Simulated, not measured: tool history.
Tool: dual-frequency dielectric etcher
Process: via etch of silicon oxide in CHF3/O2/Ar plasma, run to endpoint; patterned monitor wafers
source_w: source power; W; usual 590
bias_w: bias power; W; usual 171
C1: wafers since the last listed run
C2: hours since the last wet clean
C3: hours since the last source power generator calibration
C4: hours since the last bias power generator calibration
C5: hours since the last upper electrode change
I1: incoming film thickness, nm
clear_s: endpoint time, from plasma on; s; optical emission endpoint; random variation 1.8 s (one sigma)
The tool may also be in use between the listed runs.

{"run": 1, "day": 0.0, "source_w": 590, "bias_w": 171, "C1": 0, "C2": 460.9, "C3": 2116.9, "C4": 2489.8, "C5": 2348.4, "I1": 632.1, "clear_s": 339.1}
{"day": 2.858, "done": "wet clean of the chamber"}
{"run": 2, "day": 6.162, "source_w": 590, "bias_w": 171, "C1": 741, "C2": 79.3, "C3": 2264.8, "C4": 2637.7, "C5": 2496.3, "I1": 633.5, "clear_s": 340.5}
{"run": 3, "day": 9.917, "source_w": 700, "bias_w": 183, "C1": 539, "C2": 169.4, "C3": 2354.9, "C4": 2727.8, "C5": 2586.4, "I1": 635.2, "clear_s": 308.5}
{"run": 4, "day": 14.05, "source_w": 700, "bias_w": 183, "C1": 593, "C2": 268.6, "C3": 2454.1, "C4": 2827, "C5": 2685.6, "I1": 639.5, "clear_s": 311.6}
{"run": 5, "day": 17.208, "source_w": 590, "bias_w": 198, "C1": 453, "C2": 344.4, "C3": 2529.9, "C4": 2902.8, "C5": 2761.4, "I1": 636.3, "clear_s": 333}
{"run": 6, "day": 21.371, "source_w": 650, "bias_w": 171, "C1": 597, "C2": 444.3, "C3": 2629.8, "C4": 3002.7, "C5": 2861.3, "I1": 632.3, "clear_s": 320.5}
{"day": 25.588, "done": "wet clean of the chamber"}
{"run": 7, "day": 25.608, "source_w": 590, "bias_w": 171, "C1": 464, "C2": 0.5, "C3": 2731.5, "C4": 3104.4, "C5": 2963, "I1": 628.2, "clear_s": 338.7}
{"run": 8, "day": 26.929, "source_w": 590, "bias_w": 171, "C1": 189, "C2": 32.2, "C3": 2763.2, "C4": 3136.1, "C5": 2994.7, "I1": 634.1, "clear_s": 342.4}
{"run": 9, "day": 31.2, "source_w": 680, "bias_w": 144, "C1": 613, "C2": 134.7, "C3": 2865.7, "C4": 3238.6, "C5": 3097.2, "I1": 628, "clear_s": 319.4}
{"run": 10, "day": 44.046, "source_w": 680, "bias_w": 144, "C1": 1844, "C2": 443, "C3": 3174, "C4": 3546.9, "C5": 3405.5, "I1": 626.2, "clear_s": 319}
{"day": 45.204, "done": "bias power generator calibrated"}
{"run": 11, "day": 46.4, "source_w": 590, "bias_w": 171, "C1": 314, "C2": 499.5, "C3": 3230.5, "C4": 28.7, "C5": 3462, "I1": 630.4, "clear_s": 343.7}
{"run": 12, "day": 50.246, "source_w": 590, "bias_w": 171, "C1": 552, "C2": 591.8, "C3": 3322.8, "C4": 121, "C5": 3554.3, "I1": 629.6, "clear_s": 339.8}
{"day": 53.054, "done": "wet clean of the chamber"}
{"run": 13, "day": 53.225, "source_w": 590, "bias_w": 171, "C1": 284, "C2": 4.1, "C3": 3394.3, "C4": 192.5, "C5": 3625.8, "I1": 630.9, "clear_s": 339.3}
{"run": 14, "day": 57.6, "source_w": 590, "bias_w": 191, "C1": 628, "C2": 109.1, "C3": 3499.3, "C4": 297.5, "C5": 3730.8, "I1": 632.2, "clear_s": 337.1}
{"run": 15, "day": 59.592, "source_w": 590, "bias_w": 191, "C1": 286, "C2": 156.9, "C3": 3547.1, "C4": 345.3, "C5": 3778.6, "I1": 629.1, "clear_s": 331.2}
{"run": 16, "day": 63.325, "source_w": 630, "bias_w": 147, "C1": 536, "C2": 246.5, "C3": 3636.7, "C4": 434.9, "C5": 3868.2, "I1": 633, "clear_s": 336.2}
{"day": 66.229, "done": "source power generator calibrated"}
{"run": 17, "day": 66.483, "source_w": 590, "bias_w": 171, "C1": 429, "C2": 322.3, "C3": 6.1, "C4": 510.7, "C5": 3944, "I1": 632, "clear_s": 328.8}
{"day": 70.975, "done": "upper electrode replaced, of another model than before"}
{"run": 18, "day": 70.996, "source_w": 670, "bias_w": 192, "C1": 504, "C2": 430.6, "C3": 114.4, "C4": 619, "C5": 0.5, "I1": 632.9, "clear_s": 303.9}
{"run": 19, "day": 72.642, "source_w": 640, "bias_w": 130, "C1": 236, "C2": 470.1, "C3": 153.9, "C4": 658.5, "C5": 40, "I1": 631.4, "clear_s": 348.6}
{"run": 20, "day": 76.454, "source_w": 680, "bias_w": 144, "C1": 547, "C2": 561.6, "C3": 245.4, "C4": 750, "C5": 131.5, "I1": 637.4, "clear_s": 330}
{"day": 77.504, "done": "wet clean of the chamber"}
{"run": 21, "day": 78.65, "source_w": 470, "bias_w": 193, "C1": 171, "C2": 27.5, "C3": 298.1, "C4": 802.7, "C5": 184.2, "I1": 634, "clear_s": 348.8}
{"run": 22, "day": 90.825, "source_w": 550, "bias_w": 133, "C1": 1748, "C2": 319.7, "C3": 590.3, "C4": 1094.9, "C5": 476.4, "I1": 633.8, "clear_s": 369.9}
{"run": 23, "day": 93.638, "source_w": 470, "bias_w": 155, "C1": 403, "C2": 387.2, "C3": 657.8, "C4": 1162.4, "C5": 543.9, "I1": 627, "clear_s": 368.9}
{"run": 24, "day": 97.862, "source_w": 630, "bias_w": 144, "C1": 606, "C2": 488.6, "C3": 759.2, "C4": 1263.8, "C5": 645.3, "I1": 632.9, "clear_s": 342.1}
{"run": 25, "day": 99.521, "source_w": 510, "bias_w": 142, "C1": 238, "C2": 528.4, "C3": 799, "C4": 1303.6, "C5": 685.1, "I1": 631.6, "clear_s": 369.4}
{"run": 26, "day": 102.825, "source_w": 590, "bias_w": 171, "C1": 474, "C2": 607.7, "C3": 878.3, "C4": 1382.9, "C5": 764.4, "I1": 631.8, "clear_s": 329.6}
{"day": 105.558, "done": "wet clean of the chamber"}
{"run": 27, "day": 107.288, "source_w": 590, "bias_w": 171, "C1": 497, "C2": 41.5, "C3": 985.4, "C4": 1490, "C5": 871.5, "I1": 635.1, "clear_s": 333.2}
{"run": 28, "day": 108.883, "source_w": 520, "bias_w": 195, "C1": 229, "C2": 79.8, "C3": 1023.7, "C4": 1528.3, "C5": 909.8, "I1": 634.8, "clear_s": 336.8}
{"run": 29, "day": 112.079, "source_w": 530, "bias_w": 171, "C1": 458, "C2": 156.5, "C3": 1100.4, "C4": 1605, "C5": 986.5, "I1": 629.8, "clear_s": 347.2}
{"run": 30, "day": 113.688, "source_w": 590, "bias_w": 199, "C1": 230, "C2": 195.1, "C3": 1139, "C4": 1643.6, "C5": 1025.1, "I1": 629.5, "clear_s": 318.7}
{"run": 31, "day": 125.308, "source_w": 700, "bias_w": 194, "C1": 1668, "C2": 474, "C3": 1417.9, "C4": 1922.5, "C5": 1304, "I1": 636.9, "clear_s": 305.5}

The tool's hidden state at each run:
etch rate over this chamber's usual, %: 0 in every run
bias power that arrives over what is set, %: 0 in every run
H1: source power that arrives over what is set, %
run=1 H1=-4.61
run=2 H1=-4.72
run=3 H1=-4.78
run=4 H1=-4.84
run=5 H1=-4.88
run=6 H1=-4.93
run=7 H1=-4.98
run=8 H1=-4.99
run=9 H1=-5.04
run=10 H1=-5.15
run=11 H1=-5.17
run=12 H1=-5.19
run=13 H1=-5.21
run=14 H1=-5.24
run=15 H1=-5.25
run=16 H1=-5.27
run=17 H1=0.587
run=18 H1=0.14
run=19 H1=-0.0137
run=20 H1=-0.35
run=21 H1=-0.533
run=22 H1=-1.41
run=23 H1=-1.59
run=24 H1=-1.83
run=25 H1=-1.92
run=26 H1=-2.1
run=27 H1=-2.31
run=28 H1=-2.39
run=29 H1=-2.52
run=30 H1=-2.59
run=31 H1=-3.01
